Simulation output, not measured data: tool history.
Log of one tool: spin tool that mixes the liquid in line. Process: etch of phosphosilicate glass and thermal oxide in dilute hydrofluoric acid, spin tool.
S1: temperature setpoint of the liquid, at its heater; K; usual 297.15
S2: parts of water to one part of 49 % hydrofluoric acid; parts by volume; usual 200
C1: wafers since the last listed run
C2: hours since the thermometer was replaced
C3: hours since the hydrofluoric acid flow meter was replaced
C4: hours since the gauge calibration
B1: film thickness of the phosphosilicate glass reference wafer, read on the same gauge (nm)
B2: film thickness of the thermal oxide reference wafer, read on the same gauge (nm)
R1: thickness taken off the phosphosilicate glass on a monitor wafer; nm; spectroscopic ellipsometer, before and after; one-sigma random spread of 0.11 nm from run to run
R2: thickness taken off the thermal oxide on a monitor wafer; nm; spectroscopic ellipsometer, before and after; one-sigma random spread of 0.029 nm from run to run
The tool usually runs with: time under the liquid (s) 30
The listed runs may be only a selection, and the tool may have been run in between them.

{"run": 1, "hour": 0.0, "S1": 297.15, "S2": 200, "time under the liquid (s)": 30, "C1": 0, "C2": 507.7, "C3": 211.4, "C4": 521.7, "B1": 48.29, "B2": 57.951, "R1": 13.77, "R2": 0.568}
{"run": 2, "hour": 18.2, "S1": 297.15, "S2": 200, "time under the liquid (s)": 30, "C1": 213, "C2": 525.9, "C3": 229.6, "C4": 539.9, "B1": 48.27, "B2": 57.901, "R1": 13.8, "R2": 0.547}
{"run": 3, "hour": 43.3, "S1": 297.15, "S2": 200, "time under the liquid (s)": 30, "C1": 293, "C2": 551.0, "C3": 254.7, "C4": 565.0, "B1": 48.27, "B2": 57.879, "R1": 13.88, "R2": 0.557}
{"run": 4, "hour": 57.8, "S1": 297.15, "S2": 200, "time under the liquid (s)": 30, "C1": 169, "C2": 565.5, "C3": 269.2, "C4": 579.5, "B1": 48.24, "B2": 57.845, "R1": 13.8, "R2": 0.559}
{"run": 5, "hour": 150.0, "S1": 297.15, "S2": 200, "time under the liquid (s)": 30, "C1": 1079, "C2": 657.7, "C3": 361.4, "C4": 671.7, "B1": 48.16, "B2": 57.751, "R1": 13.71, "R2": 0.585}
{"hour": 167.1, "done": "thermometer replaced"}
{"run": 6, "hour": 177.6, "S1": 297.15, "S2": 200, "time under the liquid (s)": 30, "C1": 311, "C2": 10.5, "C3": 389.0, "C4": 699.3, "B1": 48.1, "B2": 57.773, "R1": 13.87, "R2": 0.571}
{"run": 7, "hour": 193.2, "S1": 297.15, "S2": 200, "time under the liquid (s)": 30, "C1": 182, "C2": 26.1, "C3": 404.6, "C4": 714.9, "B1": 48.14, "B2": 57.655, "R1": 13.9, "R2": 0.516}
{"run": 8, "hour": 221.4, "S1": 297.15, "S2": 200, "time under the liquid (s)": 30, "C1": 330, "C2": 54.3, "C3": 432.8, "C4": 743.1, "B1": 48.1, "B2": 57.662, "R1": 13.67, "R2": 0.582}
{"run": 9, "hour": 256.9, "S1": 296.15, "S2": 145, "time under the liquid (s)": 30, "C1": 415, "C2": 89.8, "C3": 468.3, "C4": 778.6, "B1": 48.0, "B2": 57.705, "R1": 19.15, "R2": 0.881}
{"run": 10, "hour": 273.4, "S1": 297.15, "S2": 200, "time under the liquid (s)": 25, "C1": 193, "C2": 106.3, "C3": 484.8, "C4": 795.1, "B1": 48.04, "B2": 57.665, "R1": 11.53, "R2": 0.438}
{"hour": 327.4, "done": "gauge calibrated"}
{"run": 11, "hour": 333.5, "S1": 297.15, "S2": 155, "time under the liquid (s)": 20, "C1": 703, "C2": 166.4, "C3": 544.9, "C4": 6.1, "B1": 49.89, "B2": 59.852, "R1": 12.87, "R2": 0.506}
{"run": 12, "hour": 355.8, "S1": 297.15, "S2": 200, "time under the liquid (s)": 30, "C1": 261, "C2": 188.7, "C3": 567.2, "C4": 28.4, "B1": 49.75, "B2": 59.653, "R1": 14.29, "R2": 0.55}
{"hour": 378.8, "done": "hydrofluoric acid flow meter replaced"}
{"run": 13, "hour": 391.7, "S1": 297.15, "S2": 200, "time under the liquid (s)": 30, "C1": 408, "C2": 224.6, "C3": 12.9, "C4": 64.3, "B1": 49.55, "B2": 59.539, "R1": 14.32, "R2": 0.579}
{"run": 14, "hour": 410.5, "S1": 297.15, "S2": 150, "time under the liquid (s)": 30, "C1": 220, "C2": 243.4, "C3": 31.7, "C4": 83.1, "B1": 49.49, "B2": 59.434, "R1": 20.04, "R2": 0.764}
{"run": 15, "hour": 444.3, "S1": 297.15, "S2": 200, "time under the liquid (s)": 15, "C1": 395, "C2": 277.2, "C3": 65.5, "C4": 116.9, "B1": 49.31, "B2": 59.147, "R1": 7.1, "R2": 0.272}
{"run": 16, "hour": 459.9, "S1": 297.15, "S2": 235, "time under the liquid (s)": 15, "C1": 182, "C2": 292.8, "C3": 81.1, "C4": 132.5, "B1": 49.23, "B2": 59.152, "R1": 5.79, "R2": 0.244}

Forecast run 17:
{"run": 17, "hour": 492.5, "S1": 299.65, "S2": 265, "time under the liquid (s)": 20, "C1": 381, "C2": 325.4, "C3": 113.7, "C4": 165.1, "B1": "?", "B2": "?", "R1": "?", "R2": "?"}

B1: 49.14
B2: 58.901
R1: 7.20 nm
R2: 0.319 nm
Were there no unlogged condition in the tool, this run, its random variation unchanged, would have produced R1 7.33 nm, R2 0.325 nm.
